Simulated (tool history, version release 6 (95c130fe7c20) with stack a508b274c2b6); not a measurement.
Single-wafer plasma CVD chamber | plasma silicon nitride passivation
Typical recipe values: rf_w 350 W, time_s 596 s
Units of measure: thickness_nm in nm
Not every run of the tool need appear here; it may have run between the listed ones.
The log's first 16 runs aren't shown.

run	hour	rf_w	time_s	read-back reference wafer on the same gauge, thickness_nm	thickness_nm
17	824.7	305	653	705.862	828.698
18	861.4	395	562	704.113	773.08
19	901.9	350	596	704.981	791.4
20	975.3	350	596	705.128	788.047
21	1065.8	350	596	704.645	788.714
22	1112.4	290	653	703.754	814.402
# hour 1231.3: showerhead replaced
23	1276.9	405	528	705.948	723.349
24	1319.2	400	638	705.558	873.264
25	1390.2	320	663	706.427	844.575
26	1432.1	410	505	706.32	692.856
# hour 1562.3: RF generator calibrated
27	1611.4	415	514	705.298	728.391
28	1744.7	305	504	704.449	650.345
29	1926.4	325	529	705.259	696.947
30	1993.6	310	486	705.84	620.002
31	2061.3	305	563	705.184	722.417
# hour 2074.1: gauge calibrated
32	2106.9	350	636	703.132	846.86
33	2151.3	350	596	704.066	804.74
34	2187.5	350	596	704.831	795.144
35	2325.6	350	596	703.383	797.152
36	2373.9	350	596	706.162	806.649
37	2435.2	395	629	704.672	879.027

Estimate the outcome of run 38 from the log above:
38	2494.2	365	596	?	?

For run 38 the tool returned read-back reference wafer on the same gauge, thickness_nm 705.421, thickness_nm 803.669 nm.
Without the tool's hidden state the same run would have given thickness_nm 809.83 nm.

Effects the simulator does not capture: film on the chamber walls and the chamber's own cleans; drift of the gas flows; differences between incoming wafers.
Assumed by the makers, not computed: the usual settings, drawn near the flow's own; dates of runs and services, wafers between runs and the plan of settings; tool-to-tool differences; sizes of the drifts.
